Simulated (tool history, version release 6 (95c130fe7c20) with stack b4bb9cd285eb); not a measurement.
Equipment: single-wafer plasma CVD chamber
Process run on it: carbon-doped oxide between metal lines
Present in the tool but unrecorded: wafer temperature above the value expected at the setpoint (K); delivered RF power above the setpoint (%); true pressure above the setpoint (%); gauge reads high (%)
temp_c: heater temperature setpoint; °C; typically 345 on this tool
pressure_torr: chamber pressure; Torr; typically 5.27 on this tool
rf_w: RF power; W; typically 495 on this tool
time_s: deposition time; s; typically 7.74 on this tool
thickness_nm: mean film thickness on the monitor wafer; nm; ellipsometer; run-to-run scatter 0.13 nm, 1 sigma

run    hour  temp_c  pressure_torr  rf_w  time_s  wafers since the last listed run  hours since the last thermocouple change  hours since the last RF generator calibration  hours since the last manometer calibration  hours since the showerhead was replaced  hours since the gauge calibration  read-back reference wafer on the same gauge, thickness_nm  thickness_nm
  1       0     345           5.27   495    7.74                                 0                                     102.9                                         1971.3                                      1130.7                                   2534.9                             1842.2                                                     39.454        42.257
  2   155.6     345           5.27   495    7.74                              4851                                     258.5                                         2126.9                                      1286.3                                   2690.5                             1997.8                                                     39.418        42.307
  3   243.5     338           5.27   495    7.74                              2740                                     346.4                                         2214.8                                      1374.2                                   2778.4                             2085.7                                                      39.35        43.347
  4   285.7     338           5.27   495    7.74                              1315                                     388.6                                           2257                                      1416.4                                   2820.6                             2127.9                                                     39.373        43.132
  5   338.2     338           5.27   495    7.74                              1636                                     441.1                                         2309.5                                      1468.9                                   2873.1                             2180.4                                                     39.398        43.154
  6   441.2     345           4.25   495    7.74                              3211                                     544.1                                         2412.5                                      1571.9                                   2976.1                             2283.4                                                      39.38        40.599
  7   479.7     345           6.07   495    7.74                              1200                                     582.6                                           2451                                      1610.4                                   3014.6                             2321.9                                                     39.348        42.719
  8   561.3     345           6.07   495    7.74                              2544                                     664.2                                         2532.6                                        1692                                   3096.2                             2403.5                                                     39.369        42.583
  9   605.3     345           5.27   495    6.52                              1371                                     708.2                                         2576.6                                        1736                                   3140.2                             2447.5                                                       39.4         35.43
 10   660.7     345           5.27   515    7.74                              1727                                     763.6                                           2632                                      1791.4                                   3195.6                             2502.9                                                      39.37        42.786
      770.5  -- RF generator calibrated
 11     774     345           5.27   515    7.74                              3283                                     876.9                                            3.5                                      1904.7                                   3308.9                             2616.2                                                     39.458        42.798
 12   845.3     345           5.27   495    7.74                              2222                                     948.2                                           74.8                                        1976                                   3380.2                             2687.5                                                      39.45        41.756
      856.8  -- gauge calibrated
      885.6  -- capacitance manometer re-zeroed and calibrated
 13   897.9     345           5.27   495    7.74                              1390                                    1000.8                                          127.4                                        12.3                                   3432.8                               41.1                                                     39.442        41.708
 14   981.7     331           5.27   570    7.74                              2612                                    1084.6                                          211.2                                        96.1                                   3516.6                              124.9                                                     39.318        47.652
 15  1072.9     345           5.92   495    7.74                              2843                                    1175.8                                          302.4                                       187.3                                   3607.8                              216.1                                                      39.42        42.086

Run 16 comes next. What will it give?
 16  1111.2     345           5.27   415    7.74                              1194                                    1214.1                                          340.7                                       225.6                                   3646.1                              254.4                                                          ?             ?

Run 16 measured read-back reference wafer on the same gauge, thickness_nm 39.386, thickness_nm 37.095 nm.
Had the tool carried no hidden state, the very same run would have given thickness_nm 37.814 nm.
